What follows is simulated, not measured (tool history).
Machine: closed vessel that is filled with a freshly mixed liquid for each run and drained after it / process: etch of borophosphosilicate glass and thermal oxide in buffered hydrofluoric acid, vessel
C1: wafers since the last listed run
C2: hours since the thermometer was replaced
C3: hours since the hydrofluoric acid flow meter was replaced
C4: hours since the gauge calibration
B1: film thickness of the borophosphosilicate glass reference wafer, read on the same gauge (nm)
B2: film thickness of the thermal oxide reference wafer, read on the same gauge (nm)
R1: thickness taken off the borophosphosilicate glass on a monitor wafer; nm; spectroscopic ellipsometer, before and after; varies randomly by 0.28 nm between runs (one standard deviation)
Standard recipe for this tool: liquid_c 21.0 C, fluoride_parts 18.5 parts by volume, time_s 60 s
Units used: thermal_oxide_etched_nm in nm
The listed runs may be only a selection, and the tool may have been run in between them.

{"run": 1, "hour": 0.0, "liquid_c": 21.0, "fluoride_parts": 18.5, "time_s": 60, "C1": 0, "C2": 2476.9, "C3": 715.7, "C4": 124.1, "B1": 80.0, "B2": 89.98, "R1": 101.67, "thermal_oxide_etched_nm": 42.94}
{"run": 2, "hour": 10.8, "liquid_c": 21.0, "fluoride_parts": 18.5, "time_s": 60, "C1": 1526, "C2": 2487.7, "C3": 726.5, "C4": 134.9, "B1": 80.02, "B2": 90.02, "R1": 102.15, "thermal_oxide_etched_nm": 43.01}
{"run": 3, "hour": 24.3, "liquid_c": 21.0, "fluoride_parts": 18.5, "time_s": 60, "C1": 1908, "C2": 2501.2, "C3": 740.0, "C4": 148.4, "B1": 80.01, "B2": 90.02, "R1": 102.49, "thermal_oxide_etched_nm": 42.8}
{"run": 4, "hour": 30.4, "liquid_c": 21.0, "fluoride_parts": 18.5, "time_s": 60, "C1": 862, "C2": 2507.3, "C3": 746.1, "C4": 154.5, "B1": 79.99, "B2": 89.96, "R1": 102.21, "thermal_oxide_etched_nm": 43.12}
{"run": 5, "hour": 43.2, "liquid_c": 21.0, "fluoride_parts": 18.5, "time_s": 60, "C1": 1809, "C2": 2520.1, "C3": 758.9, "C4": 167.3, "B1": 79.99, "B2": 89.99, "R1": 102.21, "thermal_oxide_etched_nm": 43.26}
{"run": 6, "hour": 52.4, "liquid_c": 21.0, "fluoride_parts": 18.5, "time_s": 60, "C1": 1300, "C2": 2529.3, "C3": 768.1, "C4": 176.5, "B1": 79.98, "B2": 89.99, "R1": 102.69, "thermal_oxide_etched_nm": 43.17}
{"run": 7, "hour": 70.0, "liquid_c": 21.0, "fluoride_parts": 18.5, "time_s": 60, "C1": 2488, "C2": 2546.9, "C3": 785.7, "C4": 194.1, "B1": 80.01, "B2": 89.99, "R1": 103.18, "thermal_oxide_etched_nm": 43.18}
{"run": 8, "hour": 77.2, "liquid_c": 21.0, "fluoride_parts": 18.5, "time_s": 60, "C1": 1017, "C2": 2554.1, "C3": 792.9, "C4": 201.3, "B1": 80.0, "B2": 90.02, "R1": 102.19, "thermal_oxide_etched_nm": 43.21}
{"run": 9, "hour": 93.6, "liquid_c": 21.0, "fluoride_parts": 18.5, "time_s": 60, "C1": 2318, "C2": 2570.5, "C3": 809.3, "C4": 217.7, "B1": 80.01, "B2": 89.99, "R1": 102.57, "thermal_oxide_etched_nm": 42.95}
{"run": 10, "hour": 100.1, "liquid_c": 21.0, "fluoride_parts": 18.5, "time_s": 60, "C1": 918, "C2": 2577.0, "C3": 815.8, "C4": 224.2, "B1": 79.99, "B2": 90.0, "R1": 103.41, "thermal_oxide_etched_nm": 43.39}
{"run": 11, "hour": 117.2, "liquid_c": 22.5, "fluoride_parts": 11.5, "time_s": 45, "C1": 2417, "C2": 2594.1, "C3": 832.9, "C4": 241.3, "B1": 79.99, "B2": 90.01, "R1": 134.4, "thermal_oxide_etched_nm": 56.15}
{"run": 12, "hour": 124.9, "liquid_c": 22.5, "fluoride_parts": 12.0, "time_s": 35, "C1": 1088, "C2": 2601.8, "C3": 840.6, "C4": 249.0, "B1": 80.0, "B2": 90.01, "R1": 100.37, "thermal_oxide_etched_nm": 41.62}
{"hour": 128.9, "done": "thermometer replaced"}
{"run": 13, "hour": 134.3, "liquid_c": 24.5, "fluoride_parts": 18.5, "time_s": 60, "C1": 1187, "C2": 5.4, "C3": 850.0, "C4": 258.4, "B1": 80.01, "B2": 90.02, "R1": 107.5, "thermal_oxide_etched_nm": 45.32}
{"run": 14, "hour": 152.0, "liquid_c": 18.5, "fluoride_parts": 15.0, "time_s": 95, "C1": 2502, "C2": 23.1, "C3": 867.7, "C4": 276.1, "B1": 80.02, "B2": 90.0, "R1": 151.8, "thermal_oxide_etched_nm": 62.68}
{"hour": 153.4, "done": "hydrofluoric acid flow meter replaced"}
{"run": 15, "hour": 199.7, "liquid_c": 21.0, "fluoride_parts": 18.5, "time_s": 60, "C1": 6602, "C2": 70.8, "C3": 46.3, "C4": 323.8, "B1": 80.01, "B2": 89.97, "R1": 85.01, "thermal_oxide_etched_nm": 36.02}
{"hour": 210.5, "done": "gauge calibrated"}
{"run": 16, "hour": 213.9, "liquid_c": 21.0, "fluoride_parts": 12.5, "time_s": 60, "C1": 2007, "C2": 85.0, "C3": 60.5, "C4": 3.4, "B1": 80.0, "B2": 90.01, "R1": 126.1, "thermal_oxide_etched_nm": 52.31}
{"run": 17, "hour": 222.6, "liquid_c": 19.0, "fluoride_parts": 13.0, "time_s": 85, "C1": 1230, "C2": 93.7, "C3": 69.2, "C4": 12.1, "B1": 80.02, "B2": 90.01, "R1": 153.17, "thermal_oxide_etched_nm": 63.8}
{"run": 18, "hour": 239.8, "liquid_c": 19.5, "fluoride_parts": 25.0, "time_s": 85, "C1": 2431, "C2": 110.9, "C3": 86.4, "C4": 29.3, "B1": 80.01, "B2": 90.0, "R1": 88.76, "thermal_oxide_etched_nm": 36.76}
{"run": 19, "hour": 254.7, "liquid_c": 21.0, "fluoride_parts": 18.5, "time_s": 60, "C1": 2106, "C2": 125.8, "C3": 101.3, "C4": 44.2, "B1": 79.99, "B2": 89.97, "R1": 86.11, "thermal_oxide_etched_nm": 36.28}
{"run": 20, "hour": 264.1, "liquid_c": 22.5, "fluoride_parts": 11.5, "time_s": 45, "C1": 1329, "C2": 135.2, "C3": 110.7, "C4": 53.6, "B1": 79.99, "B2": 89.97, "R1": 112.48, "thermal_oxide_etched_nm": 46.59}
{"run": 21, "hour": 295.4, "liquid_c": 21.0, "fluoride_parts": 13.0, "time_s": 35, "C1": 4425, "C2": 166.5, "C3": 142.0, "C4": 84.9, "B1": 80.01, "B2": 90.01, "R1": 71.3, "thermal_oxide_etched_nm": 29.85}

Entry by entry between the runs, the difference in hidden state between the last listed run before and the first listed run after:
Runs 12 to 13: thermometer replaced (hour 128.9)
  liquid hotter than its thermometer reads (K): 2.97 -> 0.258; hydrofluoric acid flow above the setpoint (%): 5.3 -> 5.36
  measured result minus the result with no hidden state, R1: +19.10 -> +6.83 nm; thermal_oxide_etched_nm: +7.97 -> +2.87 nm
Runs 14 to 15: hydrofluoric acid flow meter replaced (hour 153.4)
  liquid hotter than its thermometer reads (K): 0.276 -> 0.327; hydrofluoric acid flow above the setpoint (%): 5.46 -> 0.404
  measured result minus the result with no hidden state, R1: +10.01 -> +1.86 nm; thermal_oxide_etched_nm: +4.12 -> +0.80 nm
Runs 15 to 16: gauge calibrated (hour 210.5)
  liquid hotter than its thermometer reads (K): 0.327 -> 0.342; hydrofluoric acid flow above the setpoint (%): 0.404 -> 0.485
  measured result minus the result with no hidden state, R1: +1.86 -> +2.92 nm; thermal_oxide_etched_nm: +0.80 -> +1.22 nm
